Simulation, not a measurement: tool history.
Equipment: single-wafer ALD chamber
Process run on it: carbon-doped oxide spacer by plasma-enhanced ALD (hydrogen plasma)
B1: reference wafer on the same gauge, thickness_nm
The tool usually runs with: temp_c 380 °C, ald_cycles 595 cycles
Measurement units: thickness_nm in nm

run 1 hour=0 | temp_c=380 ald_cycles=647 | B1=25.454 | thickness_nm=33.66
run 2 hour=14.5 | temp_c=380 ald_cycles=647 | B1=25.471 | thickness_nm=33.816
run 3 hour=23.2 | temp_c=380 ald_cycles=647 | B1=25.463 | thickness_nm=33.723
run 4 hour=35.2 | temp_c=380 ald_cycles=595 | B1=25.463 | thickness_nm=31.02
run 5 hour=52.6 | temp_c=380 ald_cycles=595 | B1=25.453 | thickness_nm=30.831
run 6 hour=64.5 | temp_c=380 ald_cycles=595 | B1=25.479 | thickness_nm=31.011
run 7 hour=71.1 | temp_c=380 ald_cycles=595 | B1=25.466 | thickness_nm=31.124
run 8 hour=82.6 | temp_c=380 ald_cycles=510 | B1=25.45 | thickness_nm=26.612
run 9 hour=93.6 | temp_c=380 ald_cycles=510 | B1=25.46 | thickness_nm=26.554
run 10 hour=99.8 | temp_c=380 ald_cycles=510 | B1=25.465 | thickness_nm=26.671
-- hour=116.2 gauge calibrated
run 11 hour=117.6 | temp_c=380 ald_cycles=595 | B1=25.072 | thickness_nm=30.496
-- hour=136.1 thermocouple changed; heater temperature recalibrated
run 12 hour=136.6 | temp_c=380 ald_cycles=595 | B1=25.132 | thickness_nm=30.408
run 13 hour=143.1 | temp_c=380 ald_cycles=595 | B1=25.142 | thickness_nm=30.508
run 14 hour=156.6 | temp_c=369 ald_cycles=595 | B1=25.167 | thickness_nm=30.69
run 15 hour=177.4 | temp_c=380 ald_cycles=595 | B1=25.199 | thickness_nm=30.749
run 16 hour=185.6 | temp_c=374 ald_cycles=501 | B1=25.235 | thickness_nm=25.885
run 17 hour=191.8 | temp_c=380 ald_cycles=540 | B1=25.243 | thickness_nm=27.93
run 18 hour=198.7 | temp_c=388 ald_cycles=595 | B1=25.229 | thickness_nm=30.92
run 19 hour=207.7 | temp_c=380 ald_cycles=595 | B1=25.277 | thickness_nm=30.797
run 20 hour=213.8 | temp_c=389 ald_cycles=512 | B1=25.284 | thickness_nm=26.561
run 21 hour=230.3 | temp_c=380 ald_cycles=595 | B1=25.31 | thickness_nm=30.742
run 22 hour=243.3 | temp_c=374 ald_cycles=501 | B1=25.305 | thickness_nm=26.005
run 23 hour=260.5 | temp_c=373 ald_cycles=696 | B1=25.321 | thickness_nm=36.146
run 24 hour=313.2 | temp_c=380 ald_cycles=631 | B1=25.365 | thickness_nm=32.898
run 25 hour=325.6 | temp_c=393 ald_cycles=697 | B1=25.371 | thickness_nm=36.135
run 26 hour=338.4 | temp_c=380 ald_cycles=631 | B1=25.393 | thickness_nm=32.726

Branching from run 26: 5 alternative next runs. What would each branch give?
run A hour=339.7 | temp_c=380 ald_cycles=686 | B1=? | thickness_nm=?
run B hour=339.7 | temp_c=370 ald_cycles=708 | B1=? | thickness_nm=?
run C hour=339.7 | temp_c=372 ald_cycles=595 | B1=? | thickness_nm=?
run D hour=339.7 | temp_c=374 ald_cycles=682 | B1=? | thickness_nm=?
run E hour=339.7 | temp_c=366 ald_cycles=543 | B1=? | thickness_nm=?

run=A B1=25.386 thickness_nm=35.74
run=B B1=25.386 thickness_nm=36.886
run=C B1=25.386 thickness_nm=30.999
run=D B1=25.386 thickness_nm=35.532
run=E B1=25.386 thickness_nm=28.29
Without the tool's unlogged condition, the same runs would have read:
run=A thickness_nm=35.339
run=B thickness_nm=36.472
run=C thickness_nm=30.651
run=D thickness_nm=35.133
run=E thickness_nm=27.972

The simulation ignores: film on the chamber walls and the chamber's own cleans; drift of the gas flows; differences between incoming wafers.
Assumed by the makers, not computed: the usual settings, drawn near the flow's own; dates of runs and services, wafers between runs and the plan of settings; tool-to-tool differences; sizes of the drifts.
